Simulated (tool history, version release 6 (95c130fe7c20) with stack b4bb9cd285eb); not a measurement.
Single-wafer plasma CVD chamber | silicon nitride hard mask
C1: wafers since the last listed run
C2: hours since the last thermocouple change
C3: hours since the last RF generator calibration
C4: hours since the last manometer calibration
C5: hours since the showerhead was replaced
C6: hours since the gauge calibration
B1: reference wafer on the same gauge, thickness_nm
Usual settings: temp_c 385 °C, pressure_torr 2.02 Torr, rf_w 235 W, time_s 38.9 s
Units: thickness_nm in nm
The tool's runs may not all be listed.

run 1 hour=0.0 | temp_c=393 pressure_torr=2.02 rf_w=235 time_s=38.9 | C1=0 C2=1936.4 C3=2314.1 C4=1218.9 C5=3614.5 C6=31.5 | B1=36.103 | thickness_nm=39.052
run 2 hour=15.1 | temp_c=393 pressure_torr=2.02 rf_w=235 time_s=38.9 | C1=174 C2=1951.5 C3=2329.2 C4=1234.0 C5=3629.6 C6=46.6 | B1=36.082 | thickness_nm=38.943
run 3 hour=26.2 | temp_c=393 pressure_torr=2.02 rf_w=235 time_s=38.9 | C1=128 C2=1962.6 C3=2340.3 C4=1245.1 C5=3640.7 C6=57.7 | B1=36.067 | thickness_nm=38.956
run 4 hour=44.0 | temp_c=376 pressure_torr=2.02 rf_w=250 time_s=38.9 | C1=205 C2=1980.4 C3=2358.1 C4=1262.9 C5=3658.5 C6=75.5 | B1=36.094 | thickness_nm=40.699
run 5 hour=57.8 | temp_c=376 pressure_torr=2.02 rf_w=250 time_s=38.9 | C1=159 C2=1994.2 C3=2371.9 C4=1276.7 C5=3672.3 C6=89.3 | B1=36.130 | thickness_nm=40.618
run 6 hour=71.0 | temp_c=376 pressure_torr=2.02 rf_w=250 time_s=38.9 | C1=152 C2=2007.4 C3=2385.1 C4=1289.9 C5=3685.5 C6=102.5 | B1=36.065 | thickness_nm=40.652
-- hour=79.7 RF generator calibrated
run 7 hour=87.9 | temp_c=385 pressure_torr=2.02 rf_w=235 time_s=36.1 | C1=102 C2=2024.3 C3=8.2 C4=1306.8 C5=3702.4 C6=119.4 | B1=36.118 | thickness_nm=38.136
-- hour=108.5 thermocouple changed; heater temperature recalibrated
run 8 hour=109.0 | temp_c=385 pressure_torr=2.02 rf_w=235 time_s=38.9 | C1=151 C2=0.5 C3=29.3 C4=1327.9 C5=3723.5 C6=140.5 | B1=36.111 | thickness_nm=41.100
-- hour=114.2 gauge calibrated
run 9 hour=118.1 | temp_c=385 pressure_torr=2.02 rf_w=235 time_s=38.9 | C1=104 C2=9.6 C3=38.4 C4=1337.0 C5=3732.6 C6=3.9 | B1=36.119 | thickness_nm=41.117
-- hour=136.4 capacitance manometer re-zeroed and calibrated
run 10 hour=136.9 | temp_c=385 pressure_torr=2.02 rf_w=235 time_s=38.9 | C1=124 C2=28.4 C3=57.2 C4=0.5 C5=3751.4 C6=22.7 | B1=36.094 | thickness_nm=41.081
run 11 hour=143.6 | temp_c=385 pressure_torr=2.37 rf_w=235 time_s=38.9 | C1=77 C2=35.1 C3=63.9 C4=7.2 C5=3758.1 C6=29.4 | B1=36.099 | thickness_nm=42.584
run 12 hour=154.0 | temp_c=385 pressure_torr=1.61 rf_w=235 time_s=41.1 | C1=119 C2=45.5 C3=74.3 C4=17.6 C5=3768.5 C6=39.8 | B1=36.086 | thickness_nm=40.939

The next listed run, before its measurement:
-- hour=170.3 showerhead replaced
run 13 hour=170.8 | temp_c=385 pressure_torr=2.02 rf_w=235 time_s=36.5 | C1=101 C2=62.3 C3=91.1 C4=34.4 C5=0.5 C6=56.6 | B1=? | thickness_nm=?

Run 13 gave B1 36.101, thickness_nm 38.516 nm.
Without the tool's hidden state the same run would have given thickness_nm 38.791 nm.
